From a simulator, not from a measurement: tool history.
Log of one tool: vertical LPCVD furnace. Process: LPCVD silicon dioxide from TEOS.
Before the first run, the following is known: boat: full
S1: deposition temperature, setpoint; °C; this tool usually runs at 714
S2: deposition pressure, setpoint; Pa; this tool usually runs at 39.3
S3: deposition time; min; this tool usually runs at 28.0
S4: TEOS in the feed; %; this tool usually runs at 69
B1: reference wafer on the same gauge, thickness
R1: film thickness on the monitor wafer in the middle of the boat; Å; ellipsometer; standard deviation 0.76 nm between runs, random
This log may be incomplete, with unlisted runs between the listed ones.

run	hour	S1	S2	S3	S4	B1	R1
1	0.0	714	39.3	28.0	69	286.08	3156.3
# hour 30.8: thermocouples replaced and temperature profile calibrated
2	31.3	714	39.3	28.0	69	286.19	2885.9
3	34.7	706	39.3	35.0	69	286.07	3001.8
4	43.0	706	39.3	35.0	69	285.92	3001.7
# hour 70.0: pressure gauge zeroed
5	70.5	714	39.3	28.0	79	285.88	3093.0
6	73.9	714	39.3	28.0	79	286.02	3094.5
# hour 96.8: TEOS flow controller replaced
7	97.3	714	39.3	28.0	69	286.18	2899.7
8	100.7	714	39.3	28.0	69	285.86	2880.6
9	104.2	714	39.3	28.0	69	286.13	2897.1
10	110.4	714	39.3	28.0	69	286.12	2887.6
11	121.8	711	39.3	28.0	69	285.99	2698.3
12	138.2	723	35.3	28.0	63	286.21	3188.9
13	147.7	714	34.7	28.0	69	286.18	2713.9
14	160.8	714	39.3	18.5	78	285.85	2029.3
15	177.9	714	39.3	28.0	69	285.87	2891.2
16	189.5	705	39.3	28.0	79	286.30	2516.5
17	207.2	720	48.7	33.5	63	285.98	4230.7
18	214.0	724	42.0	17.0	69	285.94	2270.6
19	220.5	714	39.3	28.0	69	285.98	2890.2
20	227.2	714	42.0	28.0	75	286.31	3114.6
21	234.0	706	39.3	17.5	69	286.03	1504.1
22	247.8	714	39.3	28.0	69	285.74	2902.5
23	264.0	714	39.3	34.0	69	286.15	3520.3
24	276.9	721	48.7	20.0	69	285.95	2695.8
25	327.7	704	36.7	17.5	69	286.02	1397.2
26	334.4	707	46.7	28.0	69	285.93	2709.3
27	346.3	714	39.3	28.0	77	286.08	3064.9
28	359.9	726	32.7	19.5	59	286.08	2226.9
29	376.0	714	39.3	19.0	65	285.90	1907.5
30	382.0	723	36.0	28.0	69	285.85	3390.2
31	389.6	724	42.0	17.0	69	286.08	2275.4
32	399.8	714	44.7	21.0	69	286.16	2334.0

For some of the steps in R1 from one run to the next: how much would appear even if the tool had no hidden state, given the settings, what came in and random variation, and how much remains for the hidden state plus any gauge scatter that the measured result and the result without hidden state don't share?
Hidden state at play: true tube temperature minus thermocouple reading, K; true pressure minus gauge reading, mTorr; deviation of the TEOS flow from its setpoint, %; gauge reads high (%).
Run 1 -> 2: thermocouples replaced and temperature profile calibrated. R1 -270.4 Å: hidden state -268.7, all else -1.7.
Run 16 -> 17: S1 705 -> 720, S2 39.3 -> 48.7, S3 28.0 -> 33.5, S4 79 -> 63. R1 +1714.2 Å: hidden state +26.4, all else +1687.8.
Run 17 -> 18: S1 720 -> 724, S2 48.7 -> 42.0, S3 33.5 -> 17.0, S4 63 -> 69. R1 -1960.1 Å: hidden state -30.3, all else -1929.8.
Run 20 -> 21: S1 714 -> 706, S2 42.0 -> 39.3, S3 28.0 -> 17.5, S4 75 -> 69. R1 -1610.5 Å: hidden state -25.4, all else -1585.1.
Run 29 -> 30: S1 714 -> 723, S2 39.3 -> 36.0, S3 19.0 -> 28.0, S4 65 -> 69. R1 +1482.7 Å: hidden state +28.0, all else +1454.7.
